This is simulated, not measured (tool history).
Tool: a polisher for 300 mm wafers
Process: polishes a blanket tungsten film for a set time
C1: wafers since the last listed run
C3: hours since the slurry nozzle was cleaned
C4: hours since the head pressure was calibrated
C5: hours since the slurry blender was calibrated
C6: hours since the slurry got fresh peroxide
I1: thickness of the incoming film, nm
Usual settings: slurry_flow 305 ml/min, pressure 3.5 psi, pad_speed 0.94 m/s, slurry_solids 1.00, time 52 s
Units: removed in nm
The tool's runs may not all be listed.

Run 1, hour 0.0: usual settings but slurry_solids 0.80; C1 0; wafers polished on this pad 474; C3 146.4; C4 398.9; C5 85.1; C6 23.7; I1 1229.3. Result: removed 239.8 nm.
Run 2, hour 10.2: usual settings but slurry_solids 0.80; C1 127; wafers polished on this pad 601; C3 156.6; C4 409.1; C5 95.3; C6 33.9; I1 1222.4. Result: removed 241.1 nm.
At hour 17.3: worn pad replaced by a new one.
Run 3, hour 21.6: usual settings but slurry_solids 0.80; C1 92; wafers polished on this pad 53; C3 168.0; C4 420.5; C5 106.7; C6 45.3; I1 1211.3. Result: removed 241.2 nm.
Run 4, hour 37.6: usual settings but pad_speed 1.08 m/s, slurry_solids 0.75; C1 199; wafers polished on this pad 253; C3 184.0; C4 436.5; C5 122.7; C6 61.3; I1 1208.3. Result: removed 273.8 nm.
Run 5, hour 49.4: usual settings but pad_speed 1.08 m/s, slurry_solids 0.75; C1 147; wafers polished on this pad 400; C3 195.8; C4 448.3; C5 134.5; C6 73.1; I1 1238.2. Result: removed 267.9 nm.
Run 6, hour 62.8: usual settings; C1 167; wafers polished on this pad 568; C3 209.2; C4 461.7; C5 147.9; C6 86.5; I1 1203.6. Result: removed 245.3 nm.
Run 7, hour 71.9: usual settings; C1 113; wafers polished on this pad 681; C3 218.3; C4 470.8; C5 157.0; C6 95.6; I1 1226.6. Result: removed 246.0 nm.
At hour 78.4: worn pad replaced by a new one.
Run 8, hour 80.2: usual settings; C1 53; wafers polished on this pad 22; C3 226.6; C4 479.1; C5 165.3; C6 103.9; I1 1226.8. Result: removed 245.2 nm.
Run 9, hour 87.7: usual settings but pad_speed 0.78 m/s; C1 93; wafers polished on this pad 115; C3 234.1; C4 486.6; C5 172.8; C6 111.4; I1 1221.3. Result: removed 202.2 nm.
Run 10, hour 104.7: usual settings but pad_speed 0.78 m/s; C1 212; wafers polished on this pad 327; C3 251.1; C4 503.6; C5 189.8; C6 128.4; I1 1215.6. Result: removed 202.0 nm.
Run 11, hour 119.2: usual settings but pad_speed 0.78 m/s; C1 180; wafers polished on this pad 508; C3 265.6; C4 518.1; C5 204.3; C6 142.9; I1 1221.9. Result: removed 198.9 nm.
Run 12, hour 125.7: usual settings; C1 81; wafers polished on this pad 589; C3 272.1; C4 524.6; C5 210.8; C6 149.4; I1 1221.3. Result: removed 238.9 nm.
Run 13, hour 133.6: usual settings; C1 98; wafers polished on this pad 688; C3 280.0; C4 532.5; C5 218.7; C6 157.3; I1 1239.7. Result: removed 239.3 nm.
At hour 136.2: slurry tank refilled with fresh slurry and peroxide.
At hour 143.9: worn pad replaced by a new one.
Run 14, hour 145.9: usual settings but slurry_flow 245 ml/min, slurry_solids 0.75, time 43 s; C1 91; wafers polished on this pad 25; C3 292.3; C4 544.8; C5 231.0; C6 9.7; I1 1208.6. Result: removed 196.0 nm.
Run 15, hour 154.7: usual settings but pressure 2.6 psi, time 65 s; C1 109; wafers polished on this pad 135; C3 301.1; C4 553.6; C5 239.8; C6 18.5; I1 1238.5. Result: removed 236.9 nm.
Run 16, hour 162.2: usual settings but slurry_flow 255 ml/min, pressure 2.9 psi, pad_speed 0.70 m/s, slurry_solids 0.85; C1 93; wafers polished on this pad 228; C3 308.6; C4 561.1; C5 247.3; C6 26.0; I1 1201.1. Result: removed 148.8 nm.
At hour 174.2: slurry nozzle cleaned.
Run 17, hour 177.5: usual settings but pressure 4.1 psi; C1 178; wafers polished on this pad 407; C3 3.3; C4 576.4; C5 262.6; C6 41.3; I1 1198.2. Result: removed 297.0 nm.
At hour 180.4: slurry blender recalibrated.
At hour 185.5: head pressure recalibrated.
Run 18, hour 191.5: usual settings but time 66 s; C1 124; wafers polished on this pad 532; C3 17.3; C4 6.0; C5 11.1; C6 55.3; I1 1211.0. Result: removed 318.0 nm.
At hour 205.7: worn pad replaced by a new one.
Run 19, hour 206.2: usual settings but time 36 s; C1 133; wafers polished on this pad 6; C3 32.0; C4 20.7; C5 25.8; C6 70.0; I1 1220.6. Result: removed 169.4 nm.
Run 20, hour 214.0: usual settings but pressure 4.3 psi, time 69 s; C1 97; wafers polished on this pad 104; C3 39.8; C4 28.5; C5 33.6; C6 77.8; I1 1235.4. Result: removed 400.0 nm.
Run 21, hour 229.2: usual settings but slurry_solids 1.30; C1 189; wafers polished on this pad 293; C3 55.0; C4 43.7; C5 48.8; C6 93.0; I1 1205.3. Result: removed 262.5 nm.
Run 22, hour 239.7: usual settings but pressure 2.6 psi; C1 130; wafers polished on this pad 424; C3 65.5; C4 54.2; C5 59.3; C6 103.5; I1 1217.1. Result: removed 183.8 nm.
Run 23, hour 252.3: usual settings but slurry_solids 1.10; C1 157; wafers polished on this pad 581; C3 78.1; C4 66.8; C5 71.9; C6 116.1; I1 1230.8. Result: removed 250.6 nm.

Forecast each of these 3 alternatives for the next run:
Run A, hour 252.7: usual settings; C1 4; wafers polished on this pad 586; C3 78.5; C4 67.2; C5 72.3; C6 116.5; I1 1216.9. Result: removed ?.
Run B, hour 252.7: usual settings but pressure 3.8 psi, pad_speed 1.26 m/s, time 64 s; C1 4; wafers polished on this pad 586; C3 78.5; C4 67.2; C5 72.3; C6 116.5; I1 1216.9. Result: removed ?.
Run C, hour 252.7: usual settings but pressure 2.9 psi; C1 4; wafers polished on this pad 586; C3 78.5; C4 67.2; C5 72.3; C6 116.5; I1 1216.9. Result: removed ?.

run  removed
  A    245.7
  B    440.1
  C    203.6
Without the tool's hidden state the same runs would have given:
run  removed
  A    259.1
  B    464.2
  C    214.7
